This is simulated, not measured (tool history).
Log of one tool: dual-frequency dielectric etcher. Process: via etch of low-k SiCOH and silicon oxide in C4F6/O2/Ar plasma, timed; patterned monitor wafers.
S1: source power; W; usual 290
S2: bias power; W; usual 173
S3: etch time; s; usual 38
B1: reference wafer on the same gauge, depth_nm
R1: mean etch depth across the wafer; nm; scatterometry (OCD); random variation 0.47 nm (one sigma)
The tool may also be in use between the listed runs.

| run | hour | S1 | S2 | S3 | B1 | R1 |
|---|---|---|---|---|---|---|
| 1 | 0 | 290 | 173 | 44.5 | 86.4 | 100.4 |
| 2 | 16.5 | 290 | 173 | 44.5 | 86.5 | 100.7 |
| 3 | 31.4 | 320 | 173 | 38 | 86.5 | 92.1 |
| 4 | 38.7 | 350 | 173 | 38 | 86.4 | 97 |
| 5 | 49.9 | 290 | 173 | 38 | 86.5 | 85.9 |
| 6 | 57 | 290 | 173 | 38 | 86.7 | 87.3 |
|  | 76.5 | source power generator calibrated |
| 7 | 77 | 290 | 173 | 38 | 86.6 | 86.2 |
| 8 | 80.6 | 290 | 173 | 38 | 86.5 | 86.7 |
|  | 89.2 | bias power generator calibrated |
| 9 | 93.8 | 290 | 173 | 38 | 86.4 | 86.2 |
|  | 106 | gauge calibrated |
|  | 122.6 | wet clean of the chamber |
| 10 | 123.1 | 290 | 173 | 38 | 86.3 | 86.6 |
| 11 | 123.4 | 290 | 173 | 38 | 86.2 | 86.1 |
| 12 | 125.4 | 290 | 173 | 38 | 86.5 | 85.4 |
| 13 | 133.2 | 260 | 155 | 38 | 86.5 | 77.7 |
|  | 159 | upper electrode replaced |
| 14 | 159.5 | 290 | 190 | 27 | 86.5 | 62.6 |
| 15 | 160.3 | 290 | 173 | 38 | 86.4 | 86.2 |
| 16 | 205 | 290 | 173 | 38 | 86.3 | 86 |
| 17 | 213.2 | 250 | 173 | 46.5 | 86.4 | 95.8 |
| 18 | 225.2 | 290 | 188 | 46 | 86.5 | 107 |
| 19 | 238.8 | 270 | 173 | 46.5 | 86.4 | 100.4 |
| 20 | 250.9 | 290 | 192 | 44 | 86.4 | 103.1 |
| 21 | 259.3 | 330 | 173 | 49.5 | 86.6 | 122.9 |
| 22 | 267.2 | 230 | 158 | 43.5 | 86.5 | 81.8 |
| 23 | 295.6 | 290 | 149 | 30 | 86.3 | 65.4 |
| 24 | 311.2 | 220 | 214 | 42.5 | 86.3 | 85.9 |
| 25 | 318.5 | 290 | 146 | 29 | 86.4 | 62.5 |
| 26 | 328.5 | 290 | 173 | 38 | 86.4 | 86 |
| 27 | 344.6 | 310 | 173 | 45 | 86.4 | 106.4 |
| 28 | 356.2 | 260 | 157 | 46 | 86.7 | 95.9 |
| 29 | 365.1 | 290 | 215 | 38 | 86.6 | 93 |
| 30 | 381 | 260 | 173 | 43 | 86.5 | 90 |

State the hidden condition of the tool at each of the runs:
etch rate over this chamber's usual, %: 0 across all the runs
source power that arrives over what is set, %: 0 across all the runs
bias power that arrives over what is set, %: 0 across all the runs
gauge reads high (%): 0 across all the runs
